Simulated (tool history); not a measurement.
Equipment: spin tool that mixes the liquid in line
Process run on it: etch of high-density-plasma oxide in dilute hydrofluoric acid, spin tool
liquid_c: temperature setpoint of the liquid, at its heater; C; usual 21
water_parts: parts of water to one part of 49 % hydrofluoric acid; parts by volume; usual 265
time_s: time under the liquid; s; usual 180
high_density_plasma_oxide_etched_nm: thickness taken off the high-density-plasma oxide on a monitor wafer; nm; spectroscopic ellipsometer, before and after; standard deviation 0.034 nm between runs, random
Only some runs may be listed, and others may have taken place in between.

run	hour	liquid_c	water_parts	time_s	read-back film thickness of the high-density-plasma oxide reference wafer, read on the same gauge (nm)	high_density_plasma_oxide_etched_nm
1	0	23.5	265	180	109.966	2.877
# hour 15.8: gauge calibrated
2	87.2	23.5	265	180	110.045	2.91
# hour 143.2: hydrofluoric acid flow meter replaced
3	154.9	23.5	265	180	110.014	2.948
4	235.4	21	265	180	110.008	2.674
5	306	21	265	180	110.001	2.724
6	381.4	21	265	180	110.006	2.638
7	448	21	265	180	109.995	2.649
8	505.5	21	265	180	109.978	2.685
9	589.6	21	265	180	109.982	2.724
10	677	21	265	180	109.996	2.693
# hour 767.5: thermometer replaced
11	784.7	21	265	70	110.006	1.037
12	889.7	21	265	180	109.98	2.668
# hour 942: hydrofluoric acid flow meter replaced
13	956.7	21	265	260	110.022	3.941
14	1055.8	21	265	180	110.012	2.66
# hour 1075.9: gauge calibrated
15	1144.9	21	180	125	109.996	2.918
16	1367.5	25	265	230	109.98	3.968
17	1442.2	17.5	365	265	109.996	2.289
18	1507.3	21	165	110	109.996	2.955
19	1553.2	21	265	180	110.003	2.667
20	1606.4	21	265	145	109.991	2.138

Here are 3 independent what-if runs from the current tool condition. What would each one return?
A	1606.9	21	345	180	?	?
B	1606.9	21	265	210	?	?
C	1606.9	23	265	180	?	?

run	read-back film thickness of the high-density-plasma oxide reference wafer, read on the same gauge (nm)	high_density_plasma_oxide_etched_nm
A	110	1.917
B	110	3.132
C	110	2.887
Stripped of hidden state, with their random variation kept, the same runs would have yielded:
run	high_density_plasma_oxide_etched_nm
A	1.917
B	3.132
C	2.887
